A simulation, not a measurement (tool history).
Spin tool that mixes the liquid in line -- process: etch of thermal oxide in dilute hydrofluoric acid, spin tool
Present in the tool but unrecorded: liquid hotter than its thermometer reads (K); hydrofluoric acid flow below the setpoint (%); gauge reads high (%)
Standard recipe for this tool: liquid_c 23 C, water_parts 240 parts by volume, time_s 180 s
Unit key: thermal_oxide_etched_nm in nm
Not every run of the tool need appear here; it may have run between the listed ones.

run   hour  liquid_c  water_parts  time_s  wafers since the last listed run  hours since the thermometer was replaced  hours since the hydrofluoric acid flow meter was replaced  hours since the gauge calibration  read-back film thickness of the thermal oxide reference wafer, read on the same gauge (nm)  thermal_oxide_etched_nm
  1      0        23          240     180                                 0                                     724.6                                                      401.2                              814.9                                                                                      99.995                    2.763
  2   29.9        23          240     180                               231                                     754.5                                                      431.1                              844.8                                                                                     100.002                    2.855
  3   53.5        23          240     180                               182                                     778.1                                                      454.7                              868.4                                                                                     100.018                    2.807
  4   89.2        23          240     210                               276                                     813.8                                                      490.4                              904.1                                                                                      99.975                    3.254
  5  110.3        23          240     180                               163                                     834.9                                                      511.5                              925.2                                                                                      99.994                    2.771
  6  144.2        23          240     180                               262                                     868.8                                                      545.4                              959.1                                                                                     100.022                    2.757
  7  185.1        23          240     180                               316                                     909.7                                                      586.3                               1000                                                                                      99.996                    2.811
  8  219.8        23          240     180                               268                                     944.4                                                        621                             1034.7                                                                                     100.005                    2.731
     254.4  -- gauge calibrated
  9  254.7        23          240     180                               269                                     979.3                                                      655.9                                0.3                                                                                      99.974                    2.775
 10  288.9        23          240     180                               264                                    1013.5                                                      690.1                               34.5                                                                                     100.003                    2.783
 11  314.4        23          240     180                               197                                      1039                                                      715.6                                 60                                                                                     100.003                      2.8
 12  339.2        23          240     180                               191                                    1063.8                                                      740.4                               84.8                                                                                      100.01                    2.769
 13  373.9        27          170     180                               268                                    1098.5                                                      775.1                              119.5                                                                                     100.006                     4.88
 14  399.5        23          175     180                               197                                    1124.1                                                      800.7                              145.1                                                                                      99.996                    4.065
 15  435.4      26.5          165     180                               277                                      1160                                                      836.6                                181                                                                                     100.003                    4.967
     438.9  -- hydrofluoric acid flow meter replaced
 16  457.7        23          240     180                               164                                    1182.3                                                       18.8                              203.3                                                                                      99.998                     2.76
 17  478.6        20          280     180                               161                                    1203.2                                                       39.7                              224.2                                                                                      99.984                    2.057
 18  497.3        23          240     180                               144                                    1221.9                                                       58.4                              242.9                                                                                     100.001                    2.744
       511  -- thermometer replaced
 19  529.1        23          240     180                               238                                      18.1                                                       90.2                              274.7                                                                                     100.002                    2.805

For run 20, what comes out?
 20  593.7        23          240     180                               499                                      82.7                                                      154.8                              339.3                                                                                           ?                        ?

{"run 20": {"read-back film thickness of the thermal oxide reference wafer, read on the same gauge (nm)": 99.996, "thermal_oxide_etched_nm": 2.764}}
Were there no unlogged condition in the tool, this run, its random variation unchanged, would have produced thermal_oxide_etched_nm 2.764 nm.
